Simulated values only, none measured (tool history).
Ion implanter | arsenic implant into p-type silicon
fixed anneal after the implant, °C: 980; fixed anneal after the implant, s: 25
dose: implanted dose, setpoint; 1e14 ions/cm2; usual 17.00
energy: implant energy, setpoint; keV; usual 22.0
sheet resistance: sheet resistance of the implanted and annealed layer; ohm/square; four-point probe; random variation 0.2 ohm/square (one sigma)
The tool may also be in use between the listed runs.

run     day   dose  energy  wafers since the last listed run  hours since the last dose calibration  hours since the extraction supply was calibrated  hours since the gauge calibration  read-back reference wafer on the same gauge, sheet resistance  sheet resistance
  1   0.000  17.00    22.0                                 0                                  552.2                                            5805.1                               87.7                                                         120.02            111.00
  2   1.138  17.00    22.0                               264                                  579.5                                            5832.4                              115.0                                                         119.91            111.05
  3   2.433  17.00    22.0                               301                                  610.6                                            5863.5                              146.1                                                         119.95            111.29
  4   4.225  13.40    18.0                               417                                  653.6                                            5906.5                              189.1                                                         119.98            127.16
  5   7.117  13.40    18.0                               673                                  723.0                                            5975.9                              258.5                                                         119.95            127.19
  6   8.712  13.40    18.0                               371                                  761.3                                            6014.2                              296.8                                                         120.01            127.09
  7  10.183  17.00    19.0                               342                                  796.6                                            6049.5                              332.1                                                         120.06            117.89
  8  11.204  17.00    22.0                               237                                  821.1                                            6074.0                              356.6                                                         120.00            110.96
  9  13.008  17.00    22.0                               420                                  864.4                                            6117.3                              399.9                                                         119.99            111.19
 10  15.617  17.00    22.0                               607                                  927.0                                            6179.9                              462.5                                                         120.08            111.06
 11  20.721  15.18    27.5                              1188                                 1049.5                                            6302.4                              585.0                                                         119.95            103.13
 12  23.100  15.18    27.5                               554                                 1106.6                                            6359.5                              642.1                                                         119.94            103.30
 13  25.196  17.00    22.0                               488                                 1156.9                                            6409.8                              692.4                                                         119.98            110.47
 14  27.754  13.40    18.0                               595                                 1218.3                                            6471.2                              753.8                                                         119.97            126.02
     29.288  -- gauge calibrated
 15  29.658  22.01    22.0                               443                                 1264.0                                            6516.9                                8.9                                                         120.00            106.40
     35.162  -- Faraday cup replaced and dose calibrated
 16  38.233  17.00    22.0                              1919                                   73.7                                            6722.7                              214.7                                                         120.03            111.60
 17  39.942  17.00    28.0                               397                                  114.7                                            6763.7                              255.7                                                         120.00            100.37
     41.175  -- extraction supply calibrated
 18  41.883  14.64    22.0                               374                                  161.3                                              17.0                              302.3                                                         120.00            114.93
 19  43.379  21.36    28.5                               348                                  197.2                                              52.9                              338.2                                                         119.98             95.40
 20  45.246  17.00    22.0                               434                                  242.0                                              97.7                              383.0                                                         120.00            111.31
 21  47.258  21.36    28.5                               468                                  290.3                                             146.0                              431.3                                                         119.98             95.56
 22  49.642  13.40    18.0                               555                                  347.5                                             203.2                              488.5                                                         120.02            127.05
 23  51.467  14.49    22.0                               424                                  391.3                                             247.0                              532.3                                                         119.98            115.21
 24  53.621  21.44    22.0                               501                                  443.0                                             298.7                              584.0                                                         119.99            107.17
 25  60.542  14.96    15.5                              1611                                  609.1                                             464.8                              750.1                                                         120.09            129.65
 26  61.967  15.71    22.0                               331                                  643.3                                             499.0                              784.3                                                         120.01            112.71
     63.908  -- gauge calibrated
 27  63.921  21.50    25.0                               455                                  690.2                                             545.9                                0.3                                                         120.01            101.09

The same runs without the tool's hidden state, with the same run-to-run variation:
The hidden state here: deviation of the true dose from the Faraday cup's reading, %; deviation of the true energy from its setpoint, %; gauge reads high (%).
run  sheet resistance
  1            111.07
  2            111.13
  3            111.40
  4            127.39
  5            127.52
  6            127.48
  7            118.17
  8            111.26
  9            111.54
 10            111.48
 11            103.88
 12            104.15
 13            111.18
 14            127.31
 15            106.93
 16            111.63
 17            100.40
 18            114.98
 19             95.43
 20            111.37
 21             95.61
 22            127.21
 23            115.38
 24            107.26
 25            129.99
 26            113.06
 27            101.29
